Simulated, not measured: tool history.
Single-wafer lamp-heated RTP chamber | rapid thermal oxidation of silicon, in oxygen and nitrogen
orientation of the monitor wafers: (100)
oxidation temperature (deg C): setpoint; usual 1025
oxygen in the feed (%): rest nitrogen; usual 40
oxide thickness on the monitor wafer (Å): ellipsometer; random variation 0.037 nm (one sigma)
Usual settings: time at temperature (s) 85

| run | day | oxidation temperature (deg C) | time at temperature (s) | oxygen in the feed (%) | read-back reference wafer on the same gauge, thickness | oxide thickness on the monitor wafer (Å) |
|---|---|---|---|---|---|---|
| 1 | 0 | 1025 | 85 | 40 | 5.458 | 63.58 |
| 2 | 1.112 | 1025 | 76 | 56 | 5.451 | 69.02 |
| 3 | 1.612 | 1006 | 102 | 40 | 5.458 | 60.91 |
| 4 | 2.688 | 1006 | 102 | 40 | 5.448 | 62.15 |
| 5 | 3.612 | 1025 | 65 | 56 | 5.454 | 66.05 |
| 6 | 4.358 | 1025 | 65 | 56 | 5.451 | 66.05 |
|  | 4.746 | pyrometer window cleaned and pyrometer calibrated |
| 7 | 5.183 | 1025 | 85 | 40 | 5.447 | 63.98 |
| 8 | 6.275 | 1025 | 85 | 40 | 5.449 | 64.81 |
| 9 | 7.7 | 1025 | 85 | 40 | 5.446 | 65.36 |
| 10 | 9.038 | 1025 | 85 | 40 | 5.45 | 64.93 |
| 11 | 10.421 | 1025 | 85 | 40 | 5.453 | 65.65 |
|  | 10.883 | pyrometer window cleaned and pyrometer calibrated |
| 12 | 11.642 | 1025 | 55 | 40 | 5.448 | 56.01 |
| 13 | 13 | 1025 | 85 | 40 | 5.454 | 67.58 |
| 14 | 13.617 | 1025 | 85 | 40 | 5.448 | 68.41 |
| 15 | 14.596 | 1025 | 85 | 40 | 5.45 | 68.44 |
| 16 | 15.229 | 1025 | 85 | 40 | 5.458 | 68.98 |
|  | 16.162 | pyrometer window cleaned and pyrometer calibrated, repeated, since the last time left the tool worse |
| 17 | 16.642 | 1025 | 85 | 40 | 5.447 | 63.32 |
| 18 | 17.858 | 1025 | 85 | 40 | 5.454 | 63.49 |
|  | 18.346 | oxygen flow controller replaced |
| 19 | 19.004 | 1025 | 68 | 40 | 5.443 | 58.06 |
| 20 | 19.504 | 1025 | 85 | 40 | 5.451 | 64.01 |
| 21 | 20.233 | 1043 | 114 | 70 | 5.448 | 102.02 |
| 22 | 21.642 | 1025 | 85 | 57 | 5.455 | 74.08 |
|  | 23.404 | pyrometer window cleaned and pyrometer calibrated |
|  | 23.492 | gauge calibrated |
| 23 | 24.233 | 1002 | 124 | 62 | 5.452 | 74.72 |
| 24 | 25.208 | 1016 | 102 | 53 | 5.444 | 71.66 |
| 25 | 26.146 | 1044 | 106 | 40 | 5.452 | 80.33 |
| 26 | 26.688 | 1005 | 44 | 40 | 5.448 | 42.86 |
| 27 | 27.604 | 998 | 85 | 40 | 5.446 | 53.34 |
| 28 | 28.412 | 1025 | 85 | 40 | 5.458 | 64.68 |
| 29 | 29.246 | 1010 | 85 | 40 | 5.448 | 59.06 |
| 30 | 30.492 | 1013 | 122 | 17 | 5.445 | 53.29 |
|  | 30.85 | pyrometer window cleaned and pyrometer calibrated |
| 31 | 31.958 | 1025 | 85 | 40 | 5.455 | 63.31 |
| 32 | 32.529 | 1025 | 85 | 40 | 5.445 | 63.34 |
| 33 | 33.808 | 1033 | 85 | 20 | 5.45 | 52.93 |
| 34 | 35.146 | 1025 | 85 | 60 | 5.443 | 75.12 |

Forecast each of these 5 alternatives for the next run:
| A | 35.162 | 1048 | 85 | 40 | ? | ? |
| B | 35.162 | 1038 | 115 | 21 | ? | ? |
| C | 35.162 | 1014 | 85 | 40 | ? | ? |
| D | 35.162 | 1053 | 114 | 65 | ? | ? |
| E | 35.162 | 1025 | 105 | 40 | ? | ? |

| run | read-back reference wafer on the same gauge, thickness | oxide thickness on the monitor wafer (Å) |
|---|---|---|
| A | 5.442 | 74.96 |
| B | 5.442 | 63.96 |
| C | 5.442 | 59.26 |
| D | 5.442 | 105.38 |
| E | 5.442 | 70.29 |
Without the tool's hidden state the same runs would have given:
| run | oxide thickness on the monitor wafer (Å) |
|---|---|
| A | 73.89 |
| B | 63.06 |
| C | 58.39 |
| D | 103.88 |
| E | 69.25 |
